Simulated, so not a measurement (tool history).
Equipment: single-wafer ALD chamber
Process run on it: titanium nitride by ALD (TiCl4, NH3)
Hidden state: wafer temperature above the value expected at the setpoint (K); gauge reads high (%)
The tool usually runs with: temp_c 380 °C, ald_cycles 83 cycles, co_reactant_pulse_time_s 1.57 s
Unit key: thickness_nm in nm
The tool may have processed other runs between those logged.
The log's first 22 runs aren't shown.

run      day  temp_c  ald_cycles  co_reactant_pulse_time_s  wafers since the last listed run  hours since the last thermocouple change  hours since the showerhead was replaced  hours since the gauge calibration  read-back reference wafer on the same gauge, thickness_nm  thickness_nm
 23   59.833     384          83                      1.95                               114                                     156.4                                    900.1                              642.0                                                      2.148         1.898
 24   61.488     366          83                      1.96                               102                                     196.1                                    939.8                              681.7                                                      2.151         1.874
 25   63.538     380          83                      2.01                               127                                     245.3                                    989.0                              730.9                                                      2.147         1.887
 26   66.325     386          88                      2.09                               172                                     312.2                                   1055.9                              797.8                                                      2.150         2.015
 27   68.350     375          83                      2.11                               125                                     360.8                                   1104.5                              846.4                                                      2.148         1.886
 28   69.858     380          83                      1.57                                93                                     397.0                                   1140.7                              882.6                                                      2.149         1.880
 29   71.129     391          77                      1.57                                78                                     427.5                                   1171.2                              913.1                                                      2.152         1.758
 30   78.604     388          89                      1.84                               463                                     606.9                                   1350.6                             1092.5                                                      2.150         2.021
 31   81.271     366          89                      1.04                               165                                     670.9                                   1414.6                             1156.5                                                      2.151         1.932
 32   83.200     371          93                      1.24                               119                                     717.2                                   1460.9                             1202.8                                                      2.147         2.062
 33   85.092     384          78                      1.16                               117                                     762.6                                   1506.3                             1248.2                                                      2.149         1.752
 34   87.900     380          83                      1.57                               174                                     830.0                                   1573.7                             1315.6                                                      2.152         1.866
 35   89.417     388          93                      2.14                                94                                     866.4                                   1610.1                             1352.0                                                      2.153         2.149
 36   90.950     380          83                      1.57                                95                                     903.2                                   1646.9                             1388.8                                                      2.151         1.894
 37   93.258     380          83                      1.57                               143                                     958.6                                   1702.3                             1444.2                                                      2.149         1.878
 38   95.875     380          93                      1.57                               162                                    1021.4                                   1765.1                             1507.0                                                      2.151         2.100
 39   98.504     393          96                      1.57                               163                                    1084.5                                   1828.2                             1570.1                                                      2.152         2.174
     103.304  -- thermocouple changed; heater temperature recalibrated
 40  106.321     380          83                      1.57                               464                                      72.4                                   2015.8                             1757.7                                                      2.149         1.880

Forecast each of these 4 alternatives for the next run:
  A  106.346     380          83                      1.01                                 1                                      73.0                                   2016.4                             1758.3                                                          ?             ?
  B  106.346     374          67                      1.90                                 1                                      73.0                                   2016.4                             1758.3                                                          ?             ?
  C  106.346     380          73                      1.57                                 1                                      73.0                                   2016.4                             1758.3                                                          ?             ?
  D  106.346     380          71                      2.19                                 1                                      73.0                                   2016.4                             1758.3                                                          ?             ?

run  read-back reference wafer on the same gauge, thickness_nm  thickness_nm
  A                                                      2.149         1.840
  B                                                      2.149         1.507
  C                                                      2.149         1.641
  D                                                      2.149         1.615
Stripped of hidden state, with their random variation kept, the same runs would have yielded:
run  thickness_nm
  A         1.840
  B         1.507
  C         1.641
  D         1.615
